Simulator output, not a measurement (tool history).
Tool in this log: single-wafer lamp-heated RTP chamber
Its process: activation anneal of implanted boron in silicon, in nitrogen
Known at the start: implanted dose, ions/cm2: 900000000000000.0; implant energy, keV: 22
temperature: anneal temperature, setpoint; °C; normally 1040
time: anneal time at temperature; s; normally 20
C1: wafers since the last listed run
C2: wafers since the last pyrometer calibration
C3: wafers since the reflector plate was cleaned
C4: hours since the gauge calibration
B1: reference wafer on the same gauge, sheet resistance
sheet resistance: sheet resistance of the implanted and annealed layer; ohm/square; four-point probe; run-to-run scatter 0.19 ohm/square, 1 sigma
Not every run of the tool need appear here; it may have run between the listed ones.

{"run": 1, "hour": 0.0, "temperature": 1060, "time": 20, "C1": 0, "C2": 7351, "C3": 11086, "C4": 777.7, "B1": 149.01, "sheet resistance": 128.79}
{"run": 2, "hour": 37.0, "temperature": 1060, "time": 20, "C1": 928, "C2": 8279, "C3": 12014, "C4": 814.7, "B1": 149, "sheet resistance": 128.5}
{"hour": 72.9, "done": "pyrometer window cleaned and pyrometer calibrated"}
{"run": 3, "hour": 73.4, "temperature": 1040, "time": 20, "C1": 712, "C2": 13, "C3": 12727, "C4": 851.1, "B1": 148.97, "sheet resistance": 129.19}
{"hour": 93.6, "done": "reflector plate cleaned"}
{"run": 4, "hour": 281.4, "temperature": 1040, "time": 20, "C1": 5016, "C2": 5029, "C3": 4711, "C4": 1059.1, "B1": 148.99, "sheet resistance": 128.99}
{"run": 5, "hour": 310.8, "temperature": 1063, "time": 20, "C1": 737, "C2": 5767, "C3": 5448, "C4": 1088.5, "B1": 148.99, "sheet resistance": 128.69}
{"hour": 372.3, "done": "pyrometer window cleaned and pyrometer calibrated"}
{"run": 6, "hour": 388.1, "temperature": 1063, "time": 20, "C1": 1738, "C2": 397, "C3": 7187, "C4": 1165.8, "B1": 149, "sheet resistance": 128.93}
{"run": 7, "hour": 427.4, "temperature": 1040, "time": 27, "C1": 985, "C2": 1382, "C3": 8172, "C4": 1205.1, "B1": 149, "sheet resistance": 129.39}
{"run": 8, "hour": 462.7, "temperature": 1040, "time": 20, "C1": 885, "C2": 2268, "C3": 9058, "C4": 1240.4, "B1": 148.98, "sheet resistance": 129.41}
{"run": 9, "hour": 521.3, "temperature": 1040, "time": 20, "C1": 1469, "C2": 3738, "C3": 10528, "C4": 1299, "B1": 149.06, "sheet resistance": 129.4}
{"run": 10, "hour": 565.5, "temperature": 1040, "time": 20, "C1": 1108, "C2": 4846, "C3": 11636, "C4": 1343.2, "B1": 148.97, "sheet resistance": 129.38}
{"run": 11, "hour": 629.4, "temperature": 1040, "time": 20, "C1": 1602, "C2": 6449, "C3": 13239, "C4": 1407.1, "B1": 149.03, "sheet resistance": 129.48}
{"hour": 640.6, "done": "gauge calibrated"}
{"hour": 667.3, "done": "reflector plate cleaned"}
{"run": 12, "hour": 685.5, "temperature": 1040, "time": 20, "C1": 1206, "C2": 7656, "C3": 456, "C4": 44.9, "B1": 149.02, "sheet resistance": 129.52}
{"hour": 715.9, "done": "pyrometer window cleaned and pyrometer calibrated"}
{"run": 13, "hour": 725.1, "temperature": 1040, "time": 20, "C1": 792, "C2": 230, "C3": 1248, "C4": 84.5, "B1": 148.95, "sheet resistance": 129.68}
{"run": 14, "hour": 791.1, "temperature": 1040, "time": 20, "C1": 1655, "C2": 1885, "C3": 2904, "C4": 150.5, "B1": 149, "sheet resistance": 129.55}
{"run": 15, "hour": 822.7, "temperature": 1040, "time": 20, "C1": 792, "C2": 2678, "C3": 3696, "C4": 182.1, "B1": 149.01, "sheet resistance": 129.42}
{"run": 16, "hour": 876.7, "temperature": 1032, "time": 20, "C1": 1354, "C2": 4032, "C3": 5051, "C4": 236.1, "B1": 149, "sheet resistance": 129.77}
{"run": 17, "hour": 923.2, "temperature": 1013, "time": 13, "C1": 1166, "C2": 5199, "C3": 6217, "C4": 282.6, "B1": 149, "sheet resistance": 132.26}
{"run": 18, "hour": 993.5, "temperature": 1052, "time": 13, "C1": 1763, "C2": 6962, "C3": 7981, "C4": 352.9, "B1": 149, "sheet resistance": 129.47}
{"run": 19, "hour": 1029.5, "temperature": 1015, "time": 14, "C1": 902, "C2": 7865, "C3": 8884, "C4": 388.9, "B1": 148.96, "sheet resistance": 131.67}
{"hour": 1042.9, "done": "pyrometer window cleaned and pyrometer calibrated"}
{"run": 20, "hour": 1130.0, "temperature": 1049, "time": 20, "C1": 2320, "C2": 2184, "C3": 11204, "C4": 489.4, "B1": 148.94, "sheet resistance": 128.9}
{"run": 21, "hour": 1157.1, "temperature": 1025, "time": 29, "C1": 679, "C2": 2863, "C3": 11884, "C4": 516.5, "B1": 149.05, "sheet resistance": 130.05}
{"run": 22, "hour": 1194.2, "temperature": 1060, "time": 20, "C1": 930, "C2": 3794, "C3": 12814, "C4": 553.6, "B1": 148.99, "sheet resistance": 128.83}
{"hour": 1219.1, "done": "reflector plate cleaned"}
{"run": 23, "hour": 1234.5, "temperature": 1052, "time": 30, "C1": 810, "C2": 4604, "C3": 385, "C4": 593.9, "B1": 148.98, "sheet resistance": 128.23}
{"run": 24, "hour": 1289.6, "temperature": 1040, "time": 20, "C1": 1382, "C2": 5986, "C3": 1767, "C4": 649, "B1": 148.99, "sheet resistance": 129.24}
{"run": 25, "hour": 1332.4, "temperature": 1019, "time": 26, "C1": 1073, "C2": 7060, "C3": 2841, "C4": 691.8, "B1": 148.98, "sheet resistance": 130.49}
{"hour": 1368.2, "done": "pyrometer window cleaned and pyrometer calibrated"}
{"run": 26, "hour": 1388.1, "temperature": 1051, "time": 20, "C1": 1196, "C2": 498, "C3": 4037, "C4": 747.5, "B1": 148.99, "sheet resistance": 128.49}
{"run": 27, "hour": 1428.2, "temperature": 1040, "time": 20, "C1": 1005, "C2": 1503, "C3": 5043, "C4": 787.6, "B1": 149, "sheet resistance": 129.15}
{"run": 28, "hour": 1476.1, "temperature": 1062, "time": 12, "C1": 1201, "C2": 2705, "C3": 6244, "C4": 835.5, "B1": 149.02, "sheet resistance": 129.21}
{"run": 29, "hour": 1528.9, "temperature": 1055, "time": 13, "C1": 1324, "C2": 4029, "C3": 7569, "C4": 888.3, "B1": 149, "sheet resistance": 129.26}
{"run": 30, "hour": 1598.4, "temperature": 1023, "time": 10, "C1": 1743, "C2": 5773, "C3": 9312, "C4": 957.8, "B1": 149.03, "sheet resistance": 131.11}
{"run": 31, "hour": 1665.8, "temperature": 1027, "time": 24, "C1": 1690, "C2": 7463, "C3": 11003, "C4": 1025.2, "B1": 148.99, "sheet resistance": 130.19}
{"hour": 1687.3, "done": "pyrometer window cleaned and pyrometer calibrated"}
{"run": 32, "hour": 1709.9, "temperature": 1040, "time": 20, "C1": 905, "C2": 566, "C3": 11908, "C4": 1069.3, "B1": 148.97, "sheet resistance": 129.5}
{"hour": 1750.2, "done": "reflector plate cleaned"}
{"run": 33, "hour": 1750.7, "temperature": 1052, "time": 25, "C1": 822, "C2": 1389, "C3": 12, "C4": 1110.1, "B1": 149.01, "sheet resistance": 128.57}

Consider 5 possible next runs. They are alternatives, not a sequence: every one starts from the tool as it was left by run 33. What does each give?
{"run": "A", "hour": 1751.1, "temperature": 1040, "time": 10, "C1": 10, "C2": 1399, "C3": 23, "C4": 1110.5, "B1": "?", "sheet resistance": "?"}
{"run": "B", "hour": 1751.1, "temperature": 1040, "time": 17, "C1": 10, "C2": 1399, "C3": 23, "C4": 1110.5, "B1": "?", "sheet resistance": "?"}
{"run": "C", "hour": 1751.1, "temperature": 1040, "time": 14, "C1": 10, "C2": 1399, "C3": 23, "C4": 1110.5, "B1": "?", "sheet resistance": "?"}
{"run": "D", "hour": 1751.1, "temperature": 1018, "time": 26, "C1": 10, "C2": 1399, "C3": 23, "C4": 1110.5, "B1": "?", "sheet resistance": "?"}
{"run": "E", "hour": 1751.1, "temperature": 1061, "time": 30, "C1": 10, "C2": 1399, "C3": 23, "C4": 1110.5, "B1": "?", "sheet resistance": "?"}

run=A B1=149.08 sheet_resistance=129.88
run=B B1=149.08 sheet_resistance=129.51
run=C B1=149.08 sheet_resistance=129.66
run=D B1=149.08 sheet_resistance=130.6
run=E B1=149.08 sheet_resistance=128.15
Stripped of hidden state, with their random variation kept, the same runs would have yielded:
run=A sheet_resistance=129.88
run=B sheet_resistance=129.51
run=C sheet_resistance=129.66
run=D sheet_resistance=130.6
run=E sheet_resistance=128.15
